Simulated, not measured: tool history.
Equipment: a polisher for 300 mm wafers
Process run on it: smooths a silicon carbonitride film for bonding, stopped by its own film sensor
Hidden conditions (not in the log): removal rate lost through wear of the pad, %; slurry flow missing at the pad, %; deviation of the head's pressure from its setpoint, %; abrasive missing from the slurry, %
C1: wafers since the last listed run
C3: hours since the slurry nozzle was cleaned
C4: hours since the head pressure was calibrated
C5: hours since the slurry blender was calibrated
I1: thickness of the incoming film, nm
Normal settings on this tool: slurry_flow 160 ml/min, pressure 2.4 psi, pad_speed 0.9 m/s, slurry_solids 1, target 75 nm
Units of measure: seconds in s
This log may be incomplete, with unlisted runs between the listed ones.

{"run": 1, "hour": 0.0, "slurry_flow": 160, "pressure": 2.4, "pad_speed": 0.9, "slurry_solids": 1, "target": 68, "C1": 0, "wafers polished on this pad": 516, "C3": 191.6, "C4": 59, "C5": 56.8, "I1": 100.4, "seconds": 100.1}
{"run": 2, "hour": 84.4, "slurry_flow": 160, "pressure": 2.4, "pad_speed": 0.9, "slurry_solids": 1, "target": 68, "C1": 495, "wafers polished on this pad": 1012, "C3": 276, "C4": 143.4, "C5": 141.2, "I1": 101.6, "seconds": 112.1}
{"run": 3, "hour": 135.0, "slurry_flow": 160, "pressure": 2.4, "pad_speed": 0.9, "slurry_solids": 1, "target": 68, "C1": 297, "wafers polished on this pad": 1309, "C3": 326.6, "C4": 194, "C5": 191.8, "I1": 98.1, "seconds": 115.4}
{"hour": 154.2, "done": "worn pad replaced by a new one"}
{"hour": 176.7, "done": "slurry blender recalibrated"}
{"run": 4, "hour": 204.9, "slurry_flow": 160, "pressure": 2.4, "pad_speed": 0.9, "slurry_solids": 1, "target": 75, "C1": 375, "wafers polished on this pad": 286, "C3": 396.5, "C4": 263.9, "C5": 28.2, "I1": 101, "seconds": 81}
{"hour": 271.1, "done": "slurry nozzle cleaned"}
{"run": 5, "hour": 275.8, "slurry_flow": 160, "pressure": 2.4, "pad_speed": 0.9, "slurry_solids": 1, "target": 75, "C1": 410, "wafers polished on this pad": 696, "C3": 4.7, "C4": 334.8, "C5": 99.1, "I1": 98.5, "seconds": 76.4}
{"hour": 338.1, "done": "head pressure recalibrated"}
{"hour": 354.6, "done": "worn pad replaced by a new one"}
{"run": 6, "hour": 367.5, "slurry_flow": 160, "pressure": 2.4, "pad_speed": 0.9, "slurry_solids": 1, "target": 75, "C1": 503, "wafers polished on this pad": 75, "C3": 96.4, "C4": 29.4, "C5": 190.8, "I1": 99.8, "seconds": 94.1}
{"hour": 377.9, "done": "slurry blender recalibrated"}
{"run": 7, "hour": 445.0, "slurry_flow": 160, "pressure": 2.4, "pad_speed": 0.9, "slurry_solids": 1, "target": 75, "C1": 443, "wafers polished on this pad": 519, "C3": 173.9, "C4": 106.9, "C5": 67.1, "I1": 99.7, "seconds": 79.6}
{"run": 8, "hour": 511.8, "slurry_flow": 160, "pressure": 2.4, "pad_speed": 0.9, "slurry_solids": 0.85, "target": 66, "C1": 392, "wafers polished on this pad": 911, "C3": 240.7, "C4": 173.7, "C5": 133.9, "I1": 99.4, "seconds": 132.7}
{"hour": 548.4, "done": "worn pad replaced by a new one"}
{"run": 9, "hour": 586.8, "slurry_flow": 160, "pressure": 2.4, "pad_speed": 0.9, "slurry_solids": 1, "target": 68, "C1": 417, "wafers polished on this pad": 225, "C3": 315.7, "C4": 248.7, "C5": 208.9, "I1": 99.6, "seconds": 131.2}

The next listed run, before its measurement:
{"hour": 604.2, "done": "slurry blender recalibrated"}
{"run": 10, "hour": 624.9, "slurry_flow": 185, "pressure": 2.4, "pad_speed": 0.8, "slurry_solids": 0.9, "target": 83, "C1": 212, "wafers polished on this pad": 437, "C3": 353.8, "C4": 286.8, "C5": 20.7, "I1": 101, "seconds": "?"}

seconds: 63.5 s
On a tool with no hidden condition, and with the same random variation, this run would have come out at seconds 62.6 s.

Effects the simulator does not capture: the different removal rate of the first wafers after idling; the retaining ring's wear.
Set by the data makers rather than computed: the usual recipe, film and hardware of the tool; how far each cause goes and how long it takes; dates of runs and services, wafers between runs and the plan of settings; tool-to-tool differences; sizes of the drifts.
